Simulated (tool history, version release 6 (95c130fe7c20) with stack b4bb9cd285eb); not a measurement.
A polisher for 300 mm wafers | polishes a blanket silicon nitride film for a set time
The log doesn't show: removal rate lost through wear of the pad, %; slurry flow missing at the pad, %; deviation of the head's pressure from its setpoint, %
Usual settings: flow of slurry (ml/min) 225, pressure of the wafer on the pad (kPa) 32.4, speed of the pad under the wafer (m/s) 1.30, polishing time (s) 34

| run | day | flow of slurry (ml/min) | pressure of the wafer on the pad (kPa) | speed of the pad under the wafer (m/s) | polishing time (s) | wafers since the last listed run | wafers polished on this pad | hours since the slurry nozzle was cleaned | hours since the head pressure was calibrated | incoming thickness of the incoming film, nm | film removed (Å) |
|---|---|---|---|---|---|---|---|---|---|---|---|
| 1 | 0.000 | 185 | 32.4 | 1.66 | 34 | 0 | 738 | 377.7 | 707.2 | 456.0 | 1039 |
| 2 | 0.550 | 225 | 28.3 | 1.54 | 34 | 186 | 925 | 390.9 | 720.4 | 460.3 | 848 |
| 3 | 1.042 | 225 | 28.3 | 1.54 | 34 | 166 | 1091 | 402.7 | 732.2 | 452.6 | 877 |
|  | 1.367 | worn pad replaced by a new one |
| 4 | 1.488 | 225 | 27.6 | 1.30 | 34 | 94 | 40 | 413.4 | 742.9 | 463.3 | 744 |
| 5 | 1.983 | 225 | 32.4 | 1.30 | 34 | 167 | 208 | 425.3 | 754.8 | 456.5 | 885 |
| 6 | 2.688 | 225 | 32.4 | 1.30 | 34 | 238 | 447 | 442.2 | 771.7 | 462.4 | 846 |
| 7 | 3.279 | 225 | 32.4 | 1.30 | 34 | 200 | 647 | 456.4 | 785.9 | 467.5 | 840 |
| 8 | 3.567 | 225 | 32.4 | 1.30 | 34 | 97 | 745 | 463.3 | 792.8 | 462.4 | 868 |
| 9 | 4.000 | 225 | 32.4 | 1.30 | 34 | 146 | 891 | 473.7 | 803.2 | 463.3 | 897 |
| 10 | 4.329 | 225 | 32.4 | 1.30 | 38 | 111 | 1003 | 481.6 | 811.1 | 464.8 | 974 |
|  | 4.679 | worn pad replaced by a new one |
| 11 | 4.700 | 225 | 32.4 | 1.30 | 38 | 69 | 7 | 490.5 | 820.0 | 459.1 | 972 |
| 12 | 4.938 | 225 | 32.4 | 1.16 | 34 | 80 | 88 | 496.2 | 825.7 | 465.8 | 797 |
| 13 | 5.262 | 225 | 32.4 | 1.16 | 34 | 110 | 198 | 504.0 | 833.5 | 461.6 | 799 |
| 14 | 5.967 | 225 | 32.4 | 1.30 | 34 | 238 | 436 | 520.9 | 850.4 | 461.2 | 873 |
|  | 6.758 | slurry nozzle cleaned |
|  | 6.979 | head pressure recalibrated |
| 15 | 7.729 | 225 | 32.4 | 1.30 | 34 | 554 | 991 | 23.3 | 18.0 | 464.8 | 866 |
|  | 7.988 | worn pad replaced by a new one |
| 16 | 8.025 | 225 | 26.2 | 1.30 | 30 | 43 | 12 | 30.4 | 25.1 | 470.2 | 616 |
| 17 | 8.438 | 275 | 24.8 | 1.74 | 41 | 139 | 152 | 40.3 | 35.0 | 469.2 | 1021 |
| 18 | 8.975 | 275 | 24.8 | 1.74 | 41 | 182 | 334 | 53.2 | 47.9 | 453.0 | 1053 |
| 19 | 9.396 | 225 | 32.4 | 1.30 | 34 | 142 | 476 | 63.3 | 58.0 | 459.8 | 870 |
| 20 | 9.679 | 225 | 24.8 | 1.30 | 34 | 95 | 572 | 70.1 | 64.8 | 458.0 | 658 |
| 21 | 10.088 | 250 | 38.6 | 1.00 | 40 | 138 | 711 | 79.9 | 74.6 | 460.4 | 970 |
| 22 | 10.500 | 285 | 32.4 | 1.54 | 34 | 139 | 850 | 89.8 | 84.5 | 462.2 | 1001 |
|  | 10.904 | worn pad replaced by a new one |
| 23 | 12.546 | 265 | 32.4 | 0.98 | 28 | 636 | 555 | 138.9 | 133.6 | 461.5 | 577 |
| 24 | 13.262 | 225 | 40.7 | 1.46 | 34 | 242 | 798 | 156.1 | 150.8 | 463.8 | 1199 |
| 25 | 13.996 | 195 | 35.9 | 1.52 | 34 | 248 | 1046 | 173.7 | 168.4 | 462.8 | 1103 |
|  | 14.471 | worn pad replaced by a new one |
| 26 | 14.492 | 270 | 32.4 | 0.90 | 34 | 111 | 7 | 185.6 | 180.3 | 467.4 | 656 |
| 27 | 14.708 | 225 | 32.4 | 1.30 | 45 | 73 | 80 | 190.8 | 185.5 | 459.5 | 1178 |
| 28 | 14.975 | 225 | 32.4 | 1.04 | 34 | 90 | 171 | 197.2 | 191.9 | 469.9 | 738 |
| 29 | 15.567 | 225 | 28.3 | 1.30 | 34 | 200 | 371 | 211.4 | 206.1 | 455.7 | 763 |

How the hidden state differs across the entries between the runs, from the last listed run before each to the first after it:
Between runs 3 and 4: worn pad replaced by a new one (day 1.367)
  no hidden state differs between the two runs
Between runs 10 and 11: worn pad replaced by a new one (day 4.679)
  no hidden state differs between the two runs
Between runs 14 and 15: slurry nozzle cleaned (day 6.758); head pressure recalibrated (day 6.979)
  no hidden state differs between the two runs
Between runs 15 and 16: worn pad replaced by a new one (day 7.988)
  no hidden state differs between the two runs
Between runs 22 and 23: worn pad replaced by a new one (day 10.904)
  no hidden state differs between the two runs
Between runs 25 and 26: worn pad replaced by a new one (day 14.471)
  no hidden state differs between the two runs
